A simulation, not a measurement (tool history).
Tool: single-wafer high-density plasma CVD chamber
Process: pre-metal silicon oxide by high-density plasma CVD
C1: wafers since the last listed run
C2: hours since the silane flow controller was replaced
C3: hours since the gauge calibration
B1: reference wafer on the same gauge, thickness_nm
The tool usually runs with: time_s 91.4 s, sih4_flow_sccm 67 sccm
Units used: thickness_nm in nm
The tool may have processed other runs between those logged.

{"run": 1, "hour": 0.0, "time_s": 91.4, "sih4_flow_sccm": 67, "C1": 0, "C2": 2991.7, "C3": 925.7, "B1": 658.919, "thickness_nm": 591.152}
{"run": 2, "hour": 66.9, "time_s": 91.4, "sih4_flow_sccm": 67, "C1": 1142, "C2": 3058.6, "C3": 992.6, "B1": 658.918, "thickness_nm": 589.409}
{"run": 3, "hour": 132.0, "time_s": 91.4, "sih4_flow_sccm": 67, "C1": 1112, "C2": 3123.7, "C3": 1057.7, "B1": 659.253, "thickness_nm": 587.661}
{"run": 4, "hour": 189.0, "time_s": 91.4, "sih4_flow_sccm": 67, "C1": 973, "C2": 3180.7, "C3": 1114.7, "B1": 659.474, "thickness_nm": 591.059}
{"run": 5, "hour": 246.3, "time_s": 91.4, "sih4_flow_sccm": 67, "C1": 978, "C2": 3238, "C3": 1172, "B1": 659.567, "thickness_nm": 587.577}
{"run": 6, "hour": 297.0, "time_s": 91.4, "sih4_flow_sccm": 67, "C1": 866, "C2": 3288.7, "C3": 1222.7, "B1": 659.569, "thickness_nm": 587.895}
{"run": 7, "hour": 346.2, "time_s": 91.4, "sih4_flow_sccm": 67, "C1": 840, "C2": 3337.9, "C3": 1271.9, "B1": 659.871, "thickness_nm": 591.105}
{"run": 8, "hour": 372.5, "time_s": 80.2, "sih4_flow_sccm": 59, "C1": 449, "C2": 3364.2, "C3": 1298.2, "B1": 659.526, "thickness_nm": 479.677}
{"run": 9, "hour": 432.2, "time_s": 91.4, "sih4_flow_sccm": 67, "C1": 1019, "C2": 3423.9, "C3": 1357.9, "B1": 660.311, "thickness_nm": 589.333}
{"run": 10, "hour": 491.1, "time_s": 91.4, "sih4_flow_sccm": 67, "C1": 1006, "C2": 3482.8, "C3": 1416.8, "B1": 660.453, "thickness_nm": 590.718}
{"run": 11, "hour": 555.2, "time_s": 83.9, "sih4_flow_sccm": 67, "C1": 1095, "C2": 3546.9, "C3": 1480.9, "B1": 660.105, "thickness_nm": 540.041}
{"run": 12, "hour": 619.9, "time_s": 83.9, "sih4_flow_sccm": 67, "C1": 1105, "C2": 3611.6, "C3": 1545.6, "B1": 661.294, "thickness_nm": 541.781}
{"run": 13, "hour": 666.6, "time_s": 100.3, "sih4_flow_sccm": 60, "C1": 797, "C2": 3658.3, "C3": 1592.3, "B1": 660.549, "thickness_nm": 605.408}
{"run": 14, "hour": 699.3, "time_s": 100.3, "sih4_flow_sccm": 60, "C1": 558, "C2": 3691, "C3": 1625, "B1": 661.09, "thickness_nm": 604.087}
{"run": 15, "hour": 726.6, "time_s": 100.3, "sih4_flow_sccm": 60, "C1": 466, "C2": 3718.3, "C3": 1652.3, "B1": 660.795, "thickness_nm": 606.737}
{"hour": 764.1, "done": "silane flow controller replaced"}
{"run": 16, "hour": 772.1, "time_s": 105.2, "sih4_flow_sccm": 67, "C1": 640, "C2": 8, "C3": 1697.8, "B1": 661.358, "thickness_nm": 678.712}
{"run": 17, "hour": 819.1, "time_s": 91.4, "sih4_flow_sccm": 67, "C1": 802, "C2": 55, "C3": 1744.8, "B1": 660.803, "thickness_nm": 589.108}
{"run": 18, "hour": 865.2, "time_s": 91.4, "sih4_flow_sccm": 67, "C1": 787, "C2": 101.1, "C3": 1790.9, "B1": 661.433, "thickness_nm": 587.966}
{"run": 19, "hour": 913.7, "time_s": 91.4, "sih4_flow_sccm": 67, "C1": 828, "C2": 149.6, "C3": 1839.4, "B1": 661.659, "thickness_nm": 588.485}
{"run": 20, "hour": 965.2, "time_s": 91.4, "sih4_flow_sccm": 67, "C1": 879, "C2": 201.1, "C3": 1890.9, "B1": 661.104, "thickness_nm": 592.695}
{"run": 21, "hour": 1001.2, "time_s": 91.4, "sih4_flow_sccm": 67, "C1": 615, "C2": 237.1, "C3": 1926.9, "B1": 661.308, "thickness_nm": 591.851}
{"run": 22, "hour": 1031.6, "time_s": 91.4, "sih4_flow_sccm": 58, "C1": 519, "C2": 267.5, "C3": 1957.3, "B1": 661.806, "thickness_nm": 540.648}
{"run": 23, "hour": 1070.0, "time_s": 91.4, "sih4_flow_sccm": 58, "C1": 656, "C2": 305.9, "C3": 1995.7, "B1": 662.549, "thickness_nm": 541.648}
{"run": 24, "hour": 1105.8, "time_s": 82.7, "sih4_flow_sccm": 67, "C1": 611, "C2": 341.7, "C3": 2031.5, "B1": 661.792, "thickness_nm": 534.644}
{"run": 25, "hour": 1162.2, "time_s": 79.6, "sih4_flow_sccm": 72, "C1": 963, "C2": 398.1, "C3": 2087.9, "B1": 662.133, "thickness_nm": 538.149}
{"run": 26, "hour": 1196.7, "time_s": 91.4, "sih4_flow_sccm": 67, "C1": 589, "C2": 432.6, "C3": 2122.4, "B1": 662.666, "thickness_nm": 590.299}
{"run": 27, "hour": 1237.6, "time_s": 108.6, "sih4_flow_sccm": 74, "C1": 698, "C2": 473.5, "C3": 2163.3, "B1": 662.582, "thickness_nm": 751.003}
{"run": 28, "hour": 1308.0, "time_s": 91.4, "sih4_flow_sccm": 67, "C1": 1202, "C2": 543.9, "C3": 2233.7, "B1": 663.128, "thickness_nm": 590.031}
{"run": 29, "hour": 1354.8, "time_s": 78.5, "sih4_flow_sccm": 74, "C1": 799, "C2": 590.7, "C3": 2280.5, "B1": 662.46, "thickness_nm": 541.714}
{"hour": 1368.6, "done": "gauge calibrated"}
{"run": 30, "hour": 1410.8, "time_s": 91.4, "sih4_flow_sccm": 67, "C1": 956, "C2": 646.7, "C3": 42.2, "B1": 655.92, "thickness_nm": 586.157}
{"run": 31, "hour": 1447.7, "time_s": 84.4, "sih4_flow_sccm": 78, "C1": 630, "C2": 683.6, "C3": 79.1, "B1": 656.306, "thickness_nm": 594.826}
{"run": 32, "hour": 1495.7, "time_s": 77.2, "sih4_flow_sccm": 55, "C1": 820, "C2": 731.6, "C3": 127.1, "B1": 656.197, "thickness_nm": 438.863}
{"run": 33, "hour": 1563.0, "time_s": 108.6, "sih4_flow_sccm": 74, "C1": 1149, "C2": 798.9, "C3": 194.4, "B1": 656.919, "thickness_nm": 741.307}
{"run": 34, "hour": 1622.5, "time_s": 78.8, "sih4_flow_sccm": 74, "C1": 1016, "C2": 858.4, "C3": 253.9, "B1": 656.574, "thickness_nm": 536.162}
{"run": 35, "hour": 1686.5, "time_s": 108.8, "sih4_flow_sccm": 80, "C1": 1093, "C2": 922.4, "C3": 317.9, "B1": 656.873, "thickness_nm": 779.172}

Run 36 has not been measured yet. What should we expect?
{"run": 36, "hour": 1717.2, "time_s": 78.7, "sih4_flow_sccm": 67, "C1": 524, "C2": 953.1, "C3": 348.6, "B1": "?", "thickness_nm": "?"}

{"run 36": {"B1": 657.611, "thickness_nm": 504.339}}
Without the tool's hidden state the same run would have given thickness_nm 503.648 nm.

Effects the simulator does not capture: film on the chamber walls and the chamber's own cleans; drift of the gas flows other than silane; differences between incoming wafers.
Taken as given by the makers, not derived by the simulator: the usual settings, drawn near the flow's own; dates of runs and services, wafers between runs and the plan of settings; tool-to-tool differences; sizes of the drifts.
